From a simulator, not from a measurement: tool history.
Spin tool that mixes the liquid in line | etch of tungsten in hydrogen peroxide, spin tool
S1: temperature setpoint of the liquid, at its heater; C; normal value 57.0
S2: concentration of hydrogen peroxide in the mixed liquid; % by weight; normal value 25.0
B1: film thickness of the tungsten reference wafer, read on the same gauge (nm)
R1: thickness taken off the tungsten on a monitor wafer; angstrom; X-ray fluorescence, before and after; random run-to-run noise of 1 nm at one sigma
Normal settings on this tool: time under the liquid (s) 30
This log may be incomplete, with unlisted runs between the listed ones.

Run 1, hour 0.0: usual settings but time under the liquid (s) 35; B1 70.02. Result: R1 1115.5 angstrom.
Run 2, hour 70.2: usual settings but time under the liquid (s) 35; B1 69.99. Result: R1 1121.2 angstrom.
Run 3, hour 158.8: usual settings but S1 52.5 C, time under the liquid (s) 40; B1 69.99. Result: R1 965.8 angstrom.
Run 4, hour 193.3: usual settings but time under the liquid (s) 15; B1 70.03. Result: R1 496.0 angstrom.
Run 5, hour 232.2: usual settings but time under the liquid (s) 25; B1 69.98. Result: R1 843.5 angstrom.
Run 6, hour 288.7: usual settings but time under the liquid (s) 25; B1 70.01. Result: R1 833.0 angstrom.
Run 7, hour 360.6: usual settings but time under the liquid (s) 25; B1 69.97. Result: R1 822.0 angstrom.
Run 8, hour 414.7: usual settings; B1 69.99. Result: R1 988.4 angstrom.
Run 9, hour 454.4: usual settings; B1 69.99. Result: R1 962.0 angstrom.
Run 10, hour 526.3: usual settings but S1 63.0 C, S2 30.0 % by weight; B1 69.99. Result: R1 1505.5 angstrom.
Run 11, hour 611.3: usual settings but S1 52.5 C, time under the liquid (s) 20; B1 69.97. Result: R1 490.0 angstrom.
Run 12, hour 654.3: usual settings but S1 54.0 C, S2 22.0 % by weight; B1 69.98. Result: R1 742.0 angstrom.
Run 13, hour 679.6: usual settings but S1 49.0 C, S2 20.5 % by weight, time under the liquid (s) 20; B1 69.98. Result: R1 357.1 angstrom.
Run 14, hour 717.4: usual settings but S2 20.5 % by weight, time under the liquid (s) 45; B1 70.01. Result: R1 1299.2 angstrom.
Run 15, hour 752.2: usual settings but time under the liquid (s) 35; B1 69.98. Result: R1 1105.3 angstrom.
Run 16, hour 888.9: usual settings but S1 49.5 C; B1 70.03. Result: R1 582.2 angstrom.
Run 17, hour 944.3: usual settings but S1 50.5 C, S2 21.0 % by weight; B1 70.00. Result: R1 570.1 angstrom.
Run 18, hour 995.4: usual settings; B1 70.02. Result: R1 935.8 angstrom.
Run 19, hour 1025.4: usual settings but S1 49.5 C; B1 70.02. Result: R1 585.3 angstrom.
Run 20, hour 1066.1: usual settings; B1 69.99. Result: R1 1011.1 angstrom.
Run 21, hour 1127.1: usual settings but S1 48.5 C; B1 70.00. Result: R1 610.3 angstrom.
Run 22, hour 1161.3: usual settings but S2 18.5 % by weight; B1 70.00. Result: R1 854.7 angstrom.
Run 23, hour 1232.4: usual settings but S1 64.5 C, S2 19.5 % by weight, time under the liquid (s) 45; B1 69.99. Result: R1 1999.3 angstrom.
Run 24, hour 1272.2: usual settings but S1 47.5 C, S2 30.0 % by weight, time under the liquid (s) 35; B1 70.00. Result: R1 710.6 angstrom.
Run 25, hour 1319.5: usual settings but S1 63.5 C, S2 30.0 % by weight, time under the liquid (s) 50; B1 69.99. Result: R1 2631.6 angstrom.
Run 26, hour 1531.5: usual settings but S1 50.0 C, S2 20.5 % by weight; B1 70.02. Result: R1 573.6 angstrom.

Removed from this log: 7 entries logged between the listed runs. Between which two listed runs does each belong, and how does the tool's hidden state at the listed run before it compare with that at the listed run after it?
Between runs 3 and 4: thermometer replaced (hour 175.1)
  liquid colder than its thermometer reads (K): 1.36 -> 0.244
  measured less the result without the state, R1: -82.8 -> -7.0 angstrom
Between runs 5 and 6: new drum of peroxide connected (hour 262.6)
  liquid colder than its thermometer reads (K): 0.314 -> 0.416
  measured less the result without the state, R1: -15.5 -> -20.7 angstrom
Between runs 10 and 11: peroxide flow meter replaced (hour 556.7); gauge calibrated (hour 601.3)
  liquid colder than its thermometer reads (K): 0.844 -> 0.997
  measured less the result without the state, R1: -73.4 -> -30.5 angstrom
Between runs 16 and 17: heated supply line repaired (hour 925.3)
  liquid colder than its thermometer reads (K): 1.5 -> 1.6
  measured less the result without the state, R1: -56.4 -> -58.6 angstrom
Between runs 19 and 20: thermometer replaced (hour 1035.6)
  liquid colder than its thermometer reads (K): 1.74 -> 0.0609
  measured less the result without the state, R1: -66.3 -> -3.6 angstrom
Between runs 21 and 22: new drum of peroxide connected (hour 1147.9)
  liquid colder than its thermometer reads (K): 0.171 -> 0.232
  measured less the result without the state, R1: -6.5 -> -11.6 angstrom

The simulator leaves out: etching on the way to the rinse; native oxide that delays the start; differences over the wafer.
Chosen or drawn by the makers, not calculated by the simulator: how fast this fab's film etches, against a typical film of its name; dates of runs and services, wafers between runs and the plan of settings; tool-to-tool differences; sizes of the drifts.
